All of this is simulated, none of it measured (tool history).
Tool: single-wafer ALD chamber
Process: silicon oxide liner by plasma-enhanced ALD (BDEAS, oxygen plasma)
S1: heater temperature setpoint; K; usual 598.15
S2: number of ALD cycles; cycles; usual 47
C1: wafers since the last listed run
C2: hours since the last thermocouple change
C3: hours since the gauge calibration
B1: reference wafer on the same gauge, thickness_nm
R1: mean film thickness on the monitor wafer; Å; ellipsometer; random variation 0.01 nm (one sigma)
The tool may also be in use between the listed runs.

| run | hour | S1 | S2 | C1 | C2 | C3 | B1 | R1 |
|---|---|---|---|---|---|---|---|---|
| 1 | 0.0 | 594.15 | 50 | 0 | 341.5 | 877.3 | 4.419 | 44.52 |
| 2 | 43.6 | 594.15 | 50 | 251 | 385.1 | 920.9 | 4.422 | 44.52 |
| 3 | 248.8 | 598.15 | 47 | 1182 | 590.3 | 1126.1 | 4.422 | 41.54 |
| 4 | 416.4 | 598.15 | 47 | 965 | 757.9 | 1293.7 | 4.423 | 41.54 |
| 5 | 456.0 | 598.15 | 53 | 228 | 797.5 | 1333.3 | 4.421 | 46.74 |
| 6 | 520.6 | 598.15 | 53 | 372 | 862.1 | 1397.9 | 4.419 | 46.72 |
|  | 560.1 | gauge calibrated |
| 7 | 589.6 | 598.15 | 47 | 397 | 931.1 | 29.5 | 4.419 | 41.31 |
| 8 | 647.0 | 598.15 | 47 | 330 | 988.5 | 86.9 | 4.420 | 41.26 |
| 9 | 690.4 | 594.15 | 50 | 250 | 1031.9 | 130.3 | 4.421 | 44.24 |
| 10 | 749.7 | 587.15 | 41 | 341 | 1091.2 | 189.6 | 4.422 | 36.56 |
| 11 | 810.6 | 602.15 | 53 | 350 | 1152.1 | 250.5 | 4.421 | 46.32 |
|  | 830.2 | thermocouple changed; heater temperature recalibrated |
| 12 | 866.3 | 586.15 | 55 | 274 | 36.1 | 306.2 | 4.417 | 49.56 |
| 13 | 914.1 | 598.15 | 52 | 275 | 83.9 | 354.0 | 4.421 | 46.11 |
| 14 | 1010.0 | 611.15 | 38 | 552 | 179.8 | 449.9 | 4.421 | 33.07 |
| 15 | 1044.3 | 598.15 | 47 | 197 | 214.1 | 484.2 | 4.415 | 41.64 |
| 16 | 1077.4 | 611.15 | 53 | 190 | 247.2 | 517.3 | 4.420 | 45.78 |
| 17 | 1126.4 | 603.15 | 47 | 282 | 296.2 | 566.3 | 4.420 | 41.15 |

Forecast each of these 3 alternatives for the next run:
| A | 1126.9 | 598.15 | 47 | 2 | 296.7 | 566.8 | ? | ? |
| B | 1126.9 | 588.15 | 39 | 2 | 296.7 | 566.8 | ? | ? |
| C | 1126.9 | 612.15 | 40 | 2 | 296.7 | 566.8 | ? | ? |

| run | B1 | R1 |
|---|---|---|
| A | 4.422 | 41.48 |
| B | 4.422 | 34.94 |
| C | 4.422 | 34.56 |
Without the tool's hidden state the same runs would have given:
| run | R1 |
|---|---|
| A | 41.48 |
| B | 34.94 |
| C | 34.55 |

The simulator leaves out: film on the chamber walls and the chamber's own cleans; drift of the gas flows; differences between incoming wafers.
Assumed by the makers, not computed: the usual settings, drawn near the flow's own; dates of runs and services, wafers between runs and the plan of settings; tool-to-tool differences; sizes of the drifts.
